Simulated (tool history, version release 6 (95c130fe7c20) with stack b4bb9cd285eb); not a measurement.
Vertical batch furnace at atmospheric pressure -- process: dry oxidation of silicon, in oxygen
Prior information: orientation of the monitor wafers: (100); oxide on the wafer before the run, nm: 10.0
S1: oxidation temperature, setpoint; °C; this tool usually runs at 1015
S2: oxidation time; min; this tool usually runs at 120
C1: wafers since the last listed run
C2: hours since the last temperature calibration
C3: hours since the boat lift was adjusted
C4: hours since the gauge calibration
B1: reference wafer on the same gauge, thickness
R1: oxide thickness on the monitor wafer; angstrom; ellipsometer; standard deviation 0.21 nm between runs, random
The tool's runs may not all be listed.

run	hour	S1	S2	C1	C2	C3	C4	B1	R1
1	0	1015	153.5	0	2240.1	3478.5	534	93.47	1169.1
2	48.7	1015	153.5	864	2288.8	3527.2	582.7	93.41	1164.3
3	152.7	1015	153.5	1845	2392.8	3631.2	686.7	93.45	1169.8
4	211.3	1026	161	1040	2451.4	3689.8	745.3	93.41	1324
5	273	1026	161	1095	2513.1	3751.5	807	93.36	1324.8
6	305.4	1015	120	575	2545.5	3783.9	839.4	93.48	997.1
7	401.8	1015	120	1711	2641.9	3880.3	935.8	93.48	997.6
8	437	1015	120	624	2677.1	3915.5	971	93.38	1003.8
9	479.3	1015	120	750	2719.4	3957.8	1013.3	93.34	995.6
10	549.1	1015	120	1238	2789.2	4027.6	1083.1	93.35	1000.9
11	592	1015	120	761	2832.1	4070.5	1126	93.32	1002.2
12	648.9	1027	120	1009	2889	4127.4	1182.9	93.43	1108.6
13	681	1027	120	569	2921.1	4159.5	1215	93.35	1111.4
# hour 704.2: gauge calibrated
14	733.1	1027	120	924	2973.2	4211.6	28.9	93.36	1111.3
15	772.7	1015	120	702	3012.8	4251.2	68.5	93.41	1006.8
16	831.4	1015	120	1041	3071.5	4309.9	127.2	93.34	1008
17	886	1025	85.5	969	3126.1	4364.5	181.8	93.31	880.2
18	928.6	1032	154	756	3168.7	4407.1	224.4	93.46	1371.7
# hour 987.1: thermocouples replaced and temperature profile calibrated
19	987.6	1015	66.5	621	0.5	4466.1	283.4	93.45	658.6
20	1037	1001	180	876	49.9	4515.5	332.8	93.31	1112.9
21	1075	1032	154	674	87.9	4553.5	370.8	93.44	1317
22	1132	993	71.5	1011	144.9	4610.5	427.8	93.35	562.7
23	1164	1015	120	567	176.9	4642.5	459.8	93.43	968.2
24	1208.1	1024	72.5	782	221	4686.6	503.9	93.44	754.9
# hour 1263.6: boat lift adjusted
25	1277.4	990	163	804	290.3	13.8	573.2	93.42	946.3
26	1305	1015	120	489	317.9	41.4	600.8	93.41	965.4
27	1352.8	1035	161.5	848	365.7	89.2	648.6	93.41	1396.4
28	1385	1027	78.5	571	397.9	121.4	680.8	93.45	815.1
29	1418.7	1039	104.5	598	431.6	155.1	714.5	93.42	1084.7
30	1478	1001	96.5	1052	490.9	214.4	773.8	93.39	737.3
31	1524.4	998	179.5	823	537.3	260.8	820.2	93.39	1088.6
32	1586	1039	162	1093	598.9	322.4	881.8	93.4	1441.8

Branching from run 32: 4 alternative next runs. What would each branch give?
A	1591.1	1015	79.5	90	604	327.5	886.9	?	?
B	1591.1	1024	120	90	604	327.5	886.9	?	?
C	1591.1	1004	67.5	90	604	327.5	886.9	?	?
D	1591.1	1033	152	90	604	327.5	886.9	?	?

run	B1	R1
A	93.45	740.1
B	93.45	1048
C	93.45	603.1
D	93.45	1319.1
With the hidden condition removed and each run's random variation left untouched, the same runs would have given:
run	R1
A	737.9
B	1045
C	601.3
D	1315.6
